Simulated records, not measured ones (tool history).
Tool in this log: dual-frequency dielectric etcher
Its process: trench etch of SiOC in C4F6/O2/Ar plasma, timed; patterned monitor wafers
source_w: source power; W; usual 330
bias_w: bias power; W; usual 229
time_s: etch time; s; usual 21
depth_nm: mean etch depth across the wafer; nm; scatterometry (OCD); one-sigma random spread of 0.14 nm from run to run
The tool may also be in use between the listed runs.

run,hour,source_w,bias_w,time_s,wafers since the last listed run,hours since the last wet clean,hours since the last source power generator calibration,hours since the last bias power generator calibration,hours since the last upper electrode change,hours since the gauge calibration,"read-back reference wafer on the same gauge, depth_nm",depth_nm
1,0,330,229,21,0,20.6,1427,1405.2,4804.9,232.5,42.03,45.16
2,131.8,350,229,23,1577,152.4,1558.8,1537,4936.7,364.3,41.99,50.88
3,188.9,350,229,23,683,209.5,1615.9,1594.1,4993.8,421.4,41.98,50.35
4,220.6,330,229,21,379,241.2,1647.6,1625.8,5025.5,453.1,42,44.63
5,270.2,330,229,21,593,290.8,1697.2,1675.4,5075.1,502.7,42.02,44.44
6,309.3,330,229,21,467,329.9,1736.3,1714.5,5114.2,541.8,42.01,44.29
7,373.9,330,270,22.5,773,394.5,1800.9,1779.1,5178.8,606.4,41.98,50.67
8,413.7,330,270,22.5,476,434.3,1840.7,1818.9,5218.6,646.2,41.99,50.46
9,461.5,330,270,22.5,572,482.1,1888.5,1866.7,5266.4,694,41.99,50.21
# hour 508.2: wet clean of the chamber
10,508.7,330,229,21,277,0.5,1935.7,1913.9,5313.6,741.2,42.01,45.78
11,547.5,330,229,21,464,39.3,1974.5,1952.7,5352.4,780,41.97,45.65
12,572.2,330,229,21,295,64,1999.2,1977.4,5377.1,804.7,42.03,45.39
13,611.2,330,229,21,466,103,2038.2,2016.4,5416.1,843.7,42.03,45.32
14,637.7,400,229,26.5,317,129.5,2064.7,2042.9,5442.6,870.2,42,63.01
# hour 654.7: gauge calibrated
15,672.9,330,229,21,421,164.7,2099.9,2078.1,5477.8,18.2,42.02,45.17
16,698.4,330,191,21,305,190.2,2125.4,2103.6,5503.3,43.7,41.97,42.11
17,728.7,380,283,27,362,220.5,2155.7,2133.9,5533.6,74,42.01,67.65
18,757.1,310,229,15,339,248.9,2184.1,2162.3,5562,102.4,41.99,31.11
19,814.7,330,229,21,689,306.5,2241.7,2219.9,5619.6,160,42,44.88
# hour 878.7: upper electrode replaced
# hour 1008.2: wet clean of the chamber
20,1015.7,380,229,27,1830,7.5,2442.7,2420.9,137,361,41.99,63.01
21,1075.3,330,229,21,713,67.1,2502.3,2480.5,196.6,420.6,42,45.51
22,1141.6,330,229,26.5,793,133.4,2568.6,2546.8,262.9,486.9,42.01,57.24
# hour 1184.4: bias power generator calibrated
23,1186.8,260,229,21,493,178.6,2613.8,2.4,308.1,532.1,41.97,39.73
# hour 1236.6: source power generator calibrated
24,1243.1,330,246,21,625,234.9,6.5,58.7,364.4,588.4,42.01,44.96
# hour 1428: wet clean of the chamber
25,1451.2,330,229,21,2203,23.2,214.6,266.8,572.5,796.5,42,44.54

Run 26 comes next. What will it give?
26,1489.3,410,184,21,455,61.3,252.7,304.9,610.6,834.6,?,?

read-back reference wafer on the same gauge, depth_nm: 41.97
depth_nm: 45.69 nm
Had the tool carried no hidden state, the very same run would have given depth_nm 46.17 nm.

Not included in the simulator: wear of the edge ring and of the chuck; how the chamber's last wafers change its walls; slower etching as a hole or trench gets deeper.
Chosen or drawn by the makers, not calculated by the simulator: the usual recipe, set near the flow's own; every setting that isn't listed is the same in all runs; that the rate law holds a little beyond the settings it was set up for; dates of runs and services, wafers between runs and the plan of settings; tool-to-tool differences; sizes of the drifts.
